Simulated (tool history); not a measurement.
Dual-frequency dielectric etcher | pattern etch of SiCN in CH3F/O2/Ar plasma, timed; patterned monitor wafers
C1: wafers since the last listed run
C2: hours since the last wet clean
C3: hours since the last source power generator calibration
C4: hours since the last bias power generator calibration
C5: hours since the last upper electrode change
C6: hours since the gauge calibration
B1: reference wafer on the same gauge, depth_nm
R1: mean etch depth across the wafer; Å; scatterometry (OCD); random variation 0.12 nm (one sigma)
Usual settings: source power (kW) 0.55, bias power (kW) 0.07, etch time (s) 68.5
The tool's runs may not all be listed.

{"run": 1, "day": 0.0, "source power (kW)": 0.55, "bias power (kW)": 0.07, "etch time (s)": 75, "C1": 0, "C2": 242.6, "C3": 3231.1, "C4": 1311.4, "C5": 5884.3, "C6": 80.6, "B1": 24.34, "R1": 304}
{"run": 2, "day": 0.617, "source power (kW)": 0.55, "bias power (kW)": 0.07, "etch time (s)": 75, "C1": 230, "C2": 257.4, "C3": 3245.9, "C4": 1326.2, "C5": 5899.1, "C6": 95.4, "B1": 24.28, "R1": 301.8}
{"run": 3, "day": 1.138, "source power (kW)": 0.55, "bias power (kW)": 0.07, "etch time (s)": 68.5, "C1": 195, "C2": 269.9, "C3": 3258.4, "C4": 1338.7, "C5": 5911.6, "C6": 107.9, "B1": 24.29, "R1": 276.1}
{"run": 4, "day": 1.575, "source power (kW)": 0.55, "bias power (kW)": 0.07, "etch time (s)": 68.5, "C1": 163, "C2": 280.4, "C3": 3268.9, "C4": 1349.2, "C5": 5922.1, "C6": 118.4, "B1": 24.3, "R1": 275.5}
{"run": 5, "day": 2.008, "source power (kW)": 0.55, "bias power (kW)": 0.07, "etch time (s)": 68.5, "C1": 162, "C2": 290.8, "C3": 3279.3, "C4": 1359.6, "C5": 5932.5, "C6": 128.8, "B1": 24.25, "R1": 278.1}
{"run": 6, "day": 2.712, "source power (kW)": 0.55, "bias power (kW)": 0.07, "etch time (s)": 68.5, "C1": 263, "C2": 307.7, "C3": 3296.2, "C4": 1376.5, "C5": 5949.4, "C6": 145.7, "B1": 24.34, "R1": 276.2}
{"run": 7, "day": 3.433, "source power (kW)": 0.55, "bias power (kW)": 0.07, "etch time (s)": 68.5, "C1": 269, "C2": 325, "C3": 3313.5, "C4": 1393.8, "C5": 5966.7, "C6": 163, "B1": 24.3, "R1": 276}
{"run": 8, "day": 4.088, "source power (kW)": 0.55, "bias power (kW)": 0.07, "etch time (s)": 68.5, "C1": 244, "C2": 340.7, "C3": 3329.2, "C4": 1409.5, "C5": 5982.4, "C6": 178.7, "B1": 24.34, "R1": 274.8}
{"run": 9, "day": 4.808, "source power (kW)": 0.55, "bias power (kW)": 0.07, "etch time (s)": 68.5, "C1": 269, "C2": 358, "C3": 3346.5, "C4": 1426.8, "C5": 5999.7, "C6": 196, "B1": 24.28, "R1": 275.4}
{"run": 10, "day": 5.067, "source power (kW)": 0.55, "bias power (kW)": 0.07, "etch time (s)": 84, "C1": 96, "C2": 364.2, "C3": 3352.7, "C4": 1433, "C5": 6005.9, "C6": 202.2, "B1": 24.32, "R1": 334.7}
{"run": 11, "day": 5.538, "source power (kW)": 0.55, "bias power (kW)": 0.07, "etch time (s)": 84, "C1": 176, "C2": 375.5, "C3": 3364, "C4": 1444.3, "C5": 6017.2, "C6": 213.5, "B1": 24.34, "R1": 340}
{"day": 6.979, "done": "wet clean of the chamber"}
{"run": 12, "day": 7.0, "source power (kW)": 0.55, "bias power (kW)": 0.07, "etch time (s)": 84, "C1": 173, "C2": 0.5, "C3": 3399.1, "C4": 1479.4, "C5": 6052.3, "C6": 248.6, "B1": 24.28, "R1": 347.3}
{"run": 13, "day": 7.012, "source power (kW)": 0.55, "bias power (kW)": 0.083, "etch time (s)": 58.5, "C1": 4, "C2": 0.8, "C3": 3399.4, "C4": 1479.7, "C5": 6052.6, "C6": 248.9, "B1": 24.35, "R1": 256.6}
{"run": 14, "day": 7.029, "source power (kW)": 0.55, "bias power (kW)": 0.07, "etch time (s)": 68.5, "C1": 6, "C2": 1.2, "C3": 3399.8, "C4": 1480.1, "C5": 6053, "C6": 249.3, "B1": 24.3, "R1": 283}
{"run": 15, "day": 7.592, "source power (kW)": 0.61, "bias power (kW)": 0.062, "etch time (s)": 68.5, "C1": 210, "C2": 14.7, "C3": 3413.3, "C4": 1493.6, "C5": 6066.5, "C6": 262.8, "B1": 24.31, "R1": 285.7}
{"run": 16, "day": 8.029, "source power (kW)": 0.55, "bias power (kW)": 0.07, "etch time (s)": 68.5, "C1": 163, "C2": 25.2, "C3": 3423.8, "C4": 1504.1, "C5": 6077, "C6": 273.3, "B1": 24.35, "R1": 281}
{"run": 17, "day": 8.442, "source power (kW)": 0.55, "bias power (kW)": 0.055, "etch time (s)": 68.5, "C1": 154, "C2": 35.1, "C3": 3433.7, "C4": 1514, "C5": 6086.9, "C6": 283.2, "B1": 24.32, "R1": 258.8}
{"day": 8.629, "done": "gauge calibrated"}
{"run": 18, "day": 9.471, "source power (kW)": 0.55, "bias power (kW)": 0.054, "etch time (s)": 68.5, "C1": 385, "C2": 59.8, "C3": 3458.4, "C4": 1538.7, "C5": 6111.6, "C6": 20.2, "B1": 24.35, "R1": 258.3}
{"day": 10.829, "done": "upper electrode replaced"}
{"run": 19, "day": 10.85, "source power (kW)": 0.55, "bias power (kW)": 0.07, "etch time (s)": 68.5, "C1": 141, "C2": 92.9, "C3": 3491.5, "C4": 1571.8, "C5": 0.5, "C6": 53.3, "B1": 24.3, "R1": 280.8}
{"run": 20, "day": 10.862, "source power (kW)": 0.59, "bias power (kW)": 0.077, "etch time (s)": 54, "C1": 4, "C2": 93.2, "C3": 3491.8, "C4": 1572.1, "C5": 0.8, "C6": 53.6, "B1": 24.3, "R1": 236}
{"run": 21, "day": 10.879, "source power (kW)": 0.55, "bias power (kW)": 0.07, "etch time (s)": 84, "C1": 6, "C2": 93.6, "C3": 3492.2, "C4": 1572.5, "C5": 1.2, "C6": 54, "B1": 24.3, "R1": 345}
{"run": 22, "day": 11.238, "source power (kW)": 0.55, "bias power (kW)": 0.082, "etch time (s)": 68.5, "C1": 134, "C2": 102.2, "C3": 3500.8, "C4": 1581.1, "C5": 9.8, "C6": 62.6, "B1": 24.29, "R1": 295.7}
{"day": 11.675, "done": "bias power generator calibrated"}
{"run": 23, "day": 11.717, "source power (kW)": 0.69, "bias power (kW)": 0.07, "etch time (s)": 58.5, "C1": 117, "C2": 113.7, "C3": 3512.3, "C4": 1, "C5": 21.3, "C6": 74.1, "B1": 24.28, "R1": 272.5}
{"run": 24, "day": 12.367, "source power (kW)": 0.55, "bias power (kW)": 0.07, "etch time (s)": 79.5, "C1": 243, "C2": 129.3, "C3": 3527.9, "C4": 16.6, "C5": 36.9, "C6": 89.7, "B1": 24.31, "R1": 325.3}
{"day": 12.742, "done": "source power generator calibrated"}
{"run": 25, "day": 12.762, "source power (kW)": 0.64, "bias power (kW)": 0.07, "etch time (s)": 52, "C1": 85, "C2": 138.8, "C3": 0.5, "C4": 26.1, "C5": 46.4, "C6": 99.2, "B1": 24.28, "R1": 231.4}
{"run": 26, "day": 13.108, "source power (kW)": 0.44, "bias power (kW)": 0.064, "etch time (s)": 53.5, "C1": 129, "C2": 147.1, "C3": 8.8, "C4": 34.4, "C5": 54.7, "C6": 107.5, "B1": 24.29, "R1": 187}
{"run": 27, "day": 13.7, "source power (kW)": 0.67, "bias power (kW)": 0.07, "etch time (s)": 87.5, "C1": 221, "C2": 161.3, "C3": 23, "C4": 48.6, "C5": 68.9, "C6": 121.7, "B1": 24.3, "R1": 399.2}
{"run": 28, "day": 14.225, "source power (kW)": 0.63, "bias power (kW)": 0.07, "etch time (s)": 82, "C1": 196, "C2": 173.9, "C3": 35.6, "C4": 61.2, "C5": 81.5, "C6": 134.3, "B1": 24.27, "R1": 359}
{"run": 29, "day": 16.462, "source power (kW)": 0.55, "bias power (kW)": 0.07, "etch time (s)": 68.5, "C1": 837, "C2": 227.6, "C3": 89.3, "C4": 114.9, "C5": 135.2, "C6": 188, "B1": 24.29, "R1": 278.4}
{"run": 30, "day": 17.138, "source power (kW)": 0.46, "bias power (kW)": 0.07, "etch time (s)": 68.5, "C1": 252, "C2": 243.8, "C3": 105.5, "C4": 131.1, "C5": 151.4, "C6": 204.2, "B1": 24.28, "R1": 250.7}

Hidden state at the last listed run before each entry between runs and at the first one after, where it differs:
Between runs 11 and 12: wet clean of the chamber (day 6.979)
  etch rate over this chamber's usual, %: -2.63 -> 0.0686
  measured less the result without the state, R1: -9.1 -> +0.3 Å
Between runs 17 and 18: gauge calibrated (day 8.629)
  etch rate over this chamber's usual, %: -0.152 -> -0.309
  measured less the result without the state, R1: -0.4 -> -0.8 Å
Between runs 18 and 19: upper electrode replaced (day 10.829)
  etch rate over this chamber's usual, %: -0.309 -> -0.52
  measured less the result without the state, R1: -0.8 -> -1.4 Å
Between runs 22 and 23: bias power generator calibrated (day 11.675)
  etch rate over this chamber's usual, %: -0.58 -> -0.653
  measured less the result without the state, R1: -1.8 -> -1.8 Å
Between runs 24 and 25: source power generator calibrated (day 12.742)
  etch rate over this chamber's usual, %: -0.752 -> -0.813
  measured less the result without the state, R1: -2.4 -> -1.9 Å

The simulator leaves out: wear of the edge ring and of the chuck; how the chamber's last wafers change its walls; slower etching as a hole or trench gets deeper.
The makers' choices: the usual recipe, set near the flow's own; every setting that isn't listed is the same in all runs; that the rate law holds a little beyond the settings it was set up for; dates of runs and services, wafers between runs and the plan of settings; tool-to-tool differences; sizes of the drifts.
